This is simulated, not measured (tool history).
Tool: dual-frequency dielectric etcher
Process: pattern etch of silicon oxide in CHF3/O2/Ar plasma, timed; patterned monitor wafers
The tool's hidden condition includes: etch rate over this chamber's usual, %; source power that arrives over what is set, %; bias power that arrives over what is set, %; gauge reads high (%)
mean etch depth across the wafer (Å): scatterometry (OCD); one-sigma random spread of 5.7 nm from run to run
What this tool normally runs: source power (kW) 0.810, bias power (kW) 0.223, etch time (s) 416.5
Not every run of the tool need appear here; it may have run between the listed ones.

run	hour	source power (kW)	bias power (kW)	etch time (s)	wafers since the last listed run	hours since the last wet clean	hours since the last source power generator calibration	hours since the last bias power generator calibration	hours since the last upper electrode change	hours since the gauge calibration	read-back reference wafer on the same gauge, depth_nm	mean etch depth across the wafer (Å)
1	0.0	0.810	0.190	468.5	0	524.6	3090.3	2017.4	2688.2	1216.9	943.6	11849
# hour 64.1: wet clean of the chamber
2	64.6	0.810	0.223	416.5	127	0.5	3154.9	2082.0	2752.8	1281.5	944.6	11417
3	94.0	0.810	0.223	416.5	92	29.9	3184.3	2111.4	2782.2	1310.9	946.4	11498
4	154.8	0.810	0.223	416.5	190	90.7	3245.1	2172.2	2843.0	1371.7	947.9	11591
5	209.7	0.810	0.223	416.5	171	145.6	3300.0	2227.1	2897.9	1426.6	951.5	11559
6	249.4	0.810	0.223	416.5	124	185.3	3339.7	2266.8	2937.6	1466.3	954.0	11550
7	384.9	0.810	0.223	416.5	424	320.8	3475.2	2402.3	3073.1	1601.8	959.6	11676
8	495.9	0.810	0.223	416.5	347	431.8	3586.2	2513.3	3184.1	1712.8	963.5	11704
# hour 500.8: source power generator calibrated
# hour 612.8: wet clean of the chamber
# hour 643.7: gauge calibrated
9	691.6	0.810	0.223	416.5	525	78.8	190.8	2709.0	3379.8	47.9	926.2	11297
10	750.2	0.810	0.256	416.5	183	137.4	249.4	2767.6	3438.4	106.5	927.5	12144
11	807.9	0.810	0.223	362.0	180	195.1	307.1	2825.3	3496.1	164.2	926.7	9759
# hour 822.8: bias power generator calibrated
12	871.1	0.810	0.223	416.5	185	258.3	370.3	48.3	3559.3	227.4	927.8	11121
13	896.6	0.810	0.185	527.5	79	283.8	395.8	73.8	3584.8	252.9	928.6	12908
14	968.6	0.720	0.223	466.0	225	355.8	467.8	145.8	3656.8	324.9	929.0	11692
15	1027.5	0.810	0.223	416.5	184	414.7	526.7	204.7	3715.7	383.8	929.0	11175
16	1077.9	0.640	0.269	416.5	157	465.1	577.1	255.1	3766.1	434.2	928.0	10812
17	1111.6	0.810	0.223	416.5	105	498.8	610.8	288.8	3799.8	467.9	930.3	11238
18	1153.7	0.810	0.170	416.5	131	540.9	652.9	330.9	3841.9	510.0	930.2	9627
# hour 1207.4: upper electrode replaced
19	1207.9	0.810	0.250	368.0	94	595.1	707.1	385.1	0.5	564.2	930.8	10631
# hour 1234.1: wet clean of the chamber
20	1253.1	0.690	0.223	344.5	66	19.0	752.3	430.3	45.7	609.4	932.0	8476
21	1440.6	0.810	0.223	416.5	587	206.5	939.8	617.8	233.2	796.9	936.3	11348
22	1501.7	0.940	0.196	416.5	191	267.6	1000.9	678.9	294.3	858.0	936.6	11475
23	1539.2	0.810	0.192	384.5	117	305.1	1038.4	716.4	331.8	895.5	938.8	9761
24	1592.0	0.640	0.247	299.5	165	357.9	1091.2	769.2	384.6	948.3	941.0	7437

3 options for the next run, each taken on its own from the tool as it stands now. Forecast them:
A	1592.5	0.810	0.223	507.0	1	358.4	1091.7	769.7	385.1	948.8	?	?
B	1592.5	0.810	0.184	319.5	1	358.4	1091.7	769.7	385.1	948.8	?	?
C	1592.5	0.930	0.223	416.5	1	358.4	1091.7	769.7	385.1	948.8	?	?

run	read-back reference wafer on the same gauge, depth_nm	mean etch depth across the wafer (Å)
A	940.3	13883
B	940.3	7853
C	940.3	12342
What these runs would have given with no unlogged condition in the tool:
run	mean etch depth across the wafer (Å)
A	13582
B	7683
C	12074

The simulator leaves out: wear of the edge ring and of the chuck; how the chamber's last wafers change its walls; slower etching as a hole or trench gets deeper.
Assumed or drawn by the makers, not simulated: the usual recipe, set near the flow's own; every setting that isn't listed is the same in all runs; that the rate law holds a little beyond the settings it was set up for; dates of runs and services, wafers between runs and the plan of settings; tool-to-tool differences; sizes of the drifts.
